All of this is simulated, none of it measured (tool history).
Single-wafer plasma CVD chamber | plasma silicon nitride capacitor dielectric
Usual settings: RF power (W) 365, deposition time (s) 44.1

| run | hour | RF power (W) | deposition time (s) | wafers since the last listed run | hours since the last RF generator calibration | hours since the showerhead was replaced | hours since the gauge calibration | read-back reference wafer on the same gauge, thickness_nm | mean film thickness on the monitor wafer (nm) |
|---|---|---|---|---|---|---|---|---|---|
| 1 | 0 | 365 | 44.1 | 0 | 1383.1 | 3293.9 | 279.6 | 66.566 | 54.442 |
| 2 | 21 | 365 | 44.1 | 327 | 1404.1 | 3314.9 | 300.6 | 66.58 | 54.528 |
| 3 | 45.8 | 365 | 44.1 | 386 | 1428.9 | 3339.7 | 325.4 | 66.598 | 54.669 |
| 4 | 67.5 | 365 | 46.3 | 338 | 1450.6 | 3361.4 | 347.1 | 66.636 | 56.998 |
| 5 | 94.4 | 365 | 46.3 | 419 | 1477.5 | 3388.3 | 374 | 66.62 | 57.356 |
| 6 | 123.5 | 365 | 46.3 | 453 | 1506.6 | 3417.4 | 403.1 | 66.624 | 56.904 |
| 7 | 144.1 | 365 | 44.1 | 321 | 1527.2 | 3438 | 423.7 | 66.603 | 54.432 |
| 8 | 169.3 | 365 | 44.1 | 393 | 1552.4 | 3463.2 | 448.9 | 66.628 | 54.357 |
| 9 | 186.3 | 365 | 44.1 | 265 | 1569.4 | 3480.2 | 465.9 | 66.653 | 54.484 |
| 10 | 199.1 | 365 | 47.7 | 199 | 1582.2 | 3493 | 478.7 | 66.596 | 59.143 |
| 11 | 219.9 | 395 | 44.1 | 324 | 1603 | 3513.8 | 499.5 | 66.598 | 56.232 |
| 12 | 235.3 | 395 | 44.1 | 240 | 1618.4 | 3529.2 | 514.9 | 66.503 | 55.991 |
|  | 241.3 | gauge calibrated |
| 13 | 270.1 | 395 | 44.1 | 542 | 1653.2 | 3564 | 28.8 | 66.604 | 56.076 |
| 14 | 305.5 | 365 | 44.1 | 552 | 1688.6 | 3599.4 | 64.2 | 66.631 | 54.236 |
| 15 | 327.2 | 365 | 44.1 | 338 | 1710.3 | 3621.1 | 85.9 | 66.576 | 54.227 |
| 16 | 339.6 | 365 | 44.1 | 193 | 1722.7 | 3633.5 | 98.3 | 66.555 | 54.205 |
| 17 | 359.8 | 425 | 47.6 | 315 | 1742.9 | 3653.7 | 118.5 | 66.567 | 61.82 |
| 18 | 382.7 | 300 | 44.1 | 357 | 1765.8 | 3676.6 | 141.4 | 66.489 | 50.062 |
| 19 | 399.2 | 385 | 50.7 | 257 | 1782.3 | 3693.1 | 157.9 | 66.711 | 63.43 |
| 20 | 418.4 | 390 | 39.1 | 299 | 1801.5 | 3712.3 | 177.1 | 66.629 | 49.219 |
| 21 | 441.9 | 365 | 44.1 | 366 | 1825 | 3735.8 | 200.6 | 66.606 | 53.825 |
| 22 | 477.6 | 365 | 51.1 | 556 | 1860.7 | 3771.5 | 236.3 | 66.526 | 62.61 |
| 23 | 498.6 | 325 | 37.8 | 327 | 1881.7 | 3792.5 | 257.3 | 66.65 | 44.324 |
|  | 531.5 | showerhead replaced |
| 24 | 532 | 420 | 44.1 | 396 | 1915.1 | 0.5 | 290.7 | 66.598 | 57.172 |
| 25 | 557.3 | 365 | 37.1 | 394 | 1940.4 | 25.8 | 316 | 66.655 | 45.292 |
|  | 589.7 | RF generator calibrated |
| 26 | 590.2 | 365 | 44.1 | 388 | 0.5 | 58.7 | 348.9 | 66.659 | 56.011 |
| 27 | 623.9 | 410 | 35.4 | 525 | 34.2 | 92.4 | 382.6 | 66.564 | 47.086 |
| 28 | 652.4 | 290 | 52.5 | 444 | 62.7 | 120.9 | 411.1 | 66.566 | 60.722 |
| 29 | 686.4 | 320 | 35.4 | 530 | 96.7 | 154.9 | 445.1 | 66.618 | 42.809 |
| 30 | 750.3 | 430 | 52.3 | 996 | 160.6 | 218.8 | 509 | 66.614 | 70.505 |
| 31 | 777.5 | 330 | 44.1 | 424 | 187.8 | 246 | 536.2 | 66.657 | 54.062 |

Hidden state at the last listed run before each entry between runs and at the first one after, where it differs:
Between runs 12 and 13: gauge calibrated (hour 241.3)
  delivered RF power above the setpoint (%): -7.84 -> -7.99
  measured less the result without the state, mean film thickness on the monitor wafer (nm): -1.776 -> -1.816
Between runs 23 and 24: showerhead replaced (hour 531.5)
  delivered RF power above the setpoint (%): -9.02 -> -9.17
  measured less the result without the state, mean film thickness on the monitor wafer (nm): -1.635 -> -2.147
Between runs 25 and 26: RF generator calibrated (hour 589.7)
  delivered RF power above the setpoint (%): -9.28 -> -0.274
  measured less the result without the state, mean film thickness on the monitor wafer (nm): -1.724 -> -0.058
